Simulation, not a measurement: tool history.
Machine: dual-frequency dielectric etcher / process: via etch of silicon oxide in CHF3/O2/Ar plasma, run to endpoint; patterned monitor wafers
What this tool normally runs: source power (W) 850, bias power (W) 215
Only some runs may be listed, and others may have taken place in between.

run	day	source power (W)	bias power (W)	wafers since the last listed run	hours since the last wet clean	hours since the last source power generator calibration	hours since the last bias power generator calibration	hours since the last upper electrode change	incoming incoming film thickness, nm	endpoint time (s)
1	0.000	850	215	0	83.9	3183.3	4001.9	2203.9	538.8	199.5
2	1.279	980	236	199	114.6	3214.0	4032.6	2234.6	546.9	191.1
3	2.479	850	215	187	143.4	3242.8	4061.4	2263.4	542.8	202.0
4	3.562	850	215	168	169.4	3268.8	4087.4	2289.4	549.9	206.6
5	5.054	850	215	232	205.2	3304.6	4123.2	2325.2	548.6	202.3
6	5.871	850	215	127	224.8	3324.2	4142.8	2344.8	541.8	201.3
7	7.067	850	215	186	253.5	3352.9	4171.5	2373.5	545.7	202.7
8	7.967	850	215	140	275.1	3374.5	4193.1	2395.1	541.1	202.5
9	8.662	850	215	108	291.8	3391.2	4209.8	2411.8	541.8	203.0
10	9.392	850	226	113	309.3	3408.7	4227.3	2429.3	551.9	200.3
# day 10.979: upper electrode replaced
11	11.000	850	226	94	347.9	3447.3	4265.9	0.5	537.9	195.9
12	11.017	850	215	2	348.3	3447.7	4266.3	0.9	541.0	200.4
13	12.333	850	215	205	379.9	3479.3	4297.9	32.5	539.3	201.9
14	13.117	850	215	122	398.7	3498.1	4316.7	51.3	542.4	202.7
# day 14.733: wet clean of the chamber
15	14.754	850	215	99	0.5	3537.4	4356.0	90.6	547.0	205.1
# day 15.017: source power generator calibrated
16	15.038	850	215	18	7.3	0.5	4362.8	97.4	541.4	200.5
# day 15.821: bias power generator calibrated
17	15.842	950	168	99	26.6	19.8	0.5	116.7	542.8	217.7
18	16.404	910	178	87	40.1	33.3	14.0	130.2	543.8	214.4
19	16.996	850	215	92	54.3	47.5	28.2	144.4	541.9	200.6
20	19.804	930	231	437	121.7	114.9	95.6	211.8	544.1	191.3
21	20.938	670	267	176	148.9	142.1	122.8	239.0	539.2	193.6
22	21.621	850	196	106	165.3	158.5	139.2	255.4	545.4	211.0
23	22.712	850	215	170	191.5	184.7	165.4	281.6	548.8	204.8
24	24.200	700	215	231	227.2	220.4	201.1	317.3	541.2	208.4
25	24.942	850	215	115	245.0	238.2	218.9	335.1	543.7	201.6
26	25.746	1010	263	125	264.3	257.5	238.2	354.4	543.2	178.3
27	26.492	940	185	116	282.2	275.4	256.1	372.3	544.4	210.9
28	27.458	740	242	150	305.4	298.6	279.3	395.5	548.9	201.3
29	28.238	650	164	121	324.1	317.3	298.0	414.2	542.1	238.7
30	29.325	680	267	169	350.2	343.4	324.1	440.3	544.1	193.4
31	30.388	1020	255	165	375.7	368.9	349.6	465.8	542.7	181.3
# day 31.871: wet clean of the chamber
32	31.892	850	215	78	0.5	405.0	385.7	501.9	538.1	200.3
33	32.312	850	215	65	10.6	415.1	395.8	512.0	539.0	200.7
34	33.675	850	215	212	43.3	447.8	428.5	544.7	542.5	201.5

How the hidden state differs across the entries between the runs, from the last listed run before each to the first after it:
After run 10, before run 11: upper electrode replaced (day 10.979)
  no hidden state differs between the two runs
After run 14, before run 15: wet clean of the chamber (day 14.733)
  no hidden state differs between the two runs
After run 15, before run 16: source power generator calibrated (day 15.017)
  no hidden state differs between the two runs
After run 16, before run 17: bias power generator calibrated (day 15.821)
  no hidden state differs between the two runs
After run 31, before run 32: wet clean of the chamber (day 31.871)
  no hidden state differs between the two runs
